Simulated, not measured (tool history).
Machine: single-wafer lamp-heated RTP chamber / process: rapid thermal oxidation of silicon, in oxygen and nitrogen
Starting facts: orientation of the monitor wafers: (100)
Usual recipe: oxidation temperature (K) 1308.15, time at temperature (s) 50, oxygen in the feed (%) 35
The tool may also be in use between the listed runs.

run,hour,oxidation temperature (K),time at temperature (s),oxygen in the feed (%),wafers since the last listed run,wafers since the last pyrometer calibration,hours since the oxygen flow controller was replaced,hours since the gauge calibration,"read-back reference wafer on the same gauge, thickness",oxide thickness on the monitor wafer (angstrom)
1,0,1308.15,50,35,0,1877,6365.4,67.1,4.877,48.61
2,12.1,1308.15,50,35,108,1985,6377.5,79.2,4.883,49.14
3,27.9,1308.15,50,35,141,2127,6393.3,95,4.876,49.83
4,37.6,1308.15,50,35,87,2214,6403,104.7,4.878,49.88
5,50.2,1308.15,50,35,113,2327,6415.6,117.3,4.88,50.31
6,57.2,1308.15,50,35,62,2390,6422.6,124.3,4.882,49.9
# hour 85.4: pyrometer window cleaned and pyrometer calibrated
7,85.9,1308.15,50,35,185,4,6451.3,153,4.875,52.36
8,91.3,1308.15,50,25,48,52,6456.7,158.4,4.875,47.29
9,102.5,1297.15,33,18,100,153,6467.9,169.6,4.889,34.1
# hour 109.5: gauge calibrated
# hour 116.1: pyrometer window cleaned and pyrometer calibrated, repeated, since the last time left the tool worse
10,116.6,1294.15,50,35,54,4,6482,7.1,4.875,44.25
11,125.9,1308.15,50,35,83,87,6491.3,16.4,4.87,48.46
# hour 137.2: oxygen flow controller replaced
12,137.5,1308.15,39,35,32,120,0.3,28,4.881,43.33
13,148.8,1338.15,66,17,101,221,11.6,39.3,4.875,52.19
14,155.3,1298.15,75,35,58,279,18.1,45.8,4.883,53.59
15,165.9,1331.15,39,35,95,374,28.7,56.4,4.892,50.17
16,181.5,1296.15,32,35,139,514,44.3,72,4.886,37.66

Each row is a separate what-if for the run after 16, all from the same tool condition, not one after another. Results?
A,182,1308.15,64,35,4,519,44.8,72.5,?,?
B,182,1331.15,33,54,4,519,44.8,72.5,?,?
C,182,1334.15,69,61,4,519,44.8,72.5,?,?
D,182,1308.15,26,35,4,519,44.8,72.5,?,?

run,"read-back reference wafer on the same gauge, thickness",oxide thickness on the monitor wafer (angstrom)
A,4.878,54.12
B,4.878,55.21
C,4.878,81.08
D,4.878,37.49
Stripped of hidden state, with their random variation kept, the same runs would have yielded:
run,oxide thickness on the monitor wafer (angstrom)
A,53.87
B,54.95
C,80.7
D,37.33

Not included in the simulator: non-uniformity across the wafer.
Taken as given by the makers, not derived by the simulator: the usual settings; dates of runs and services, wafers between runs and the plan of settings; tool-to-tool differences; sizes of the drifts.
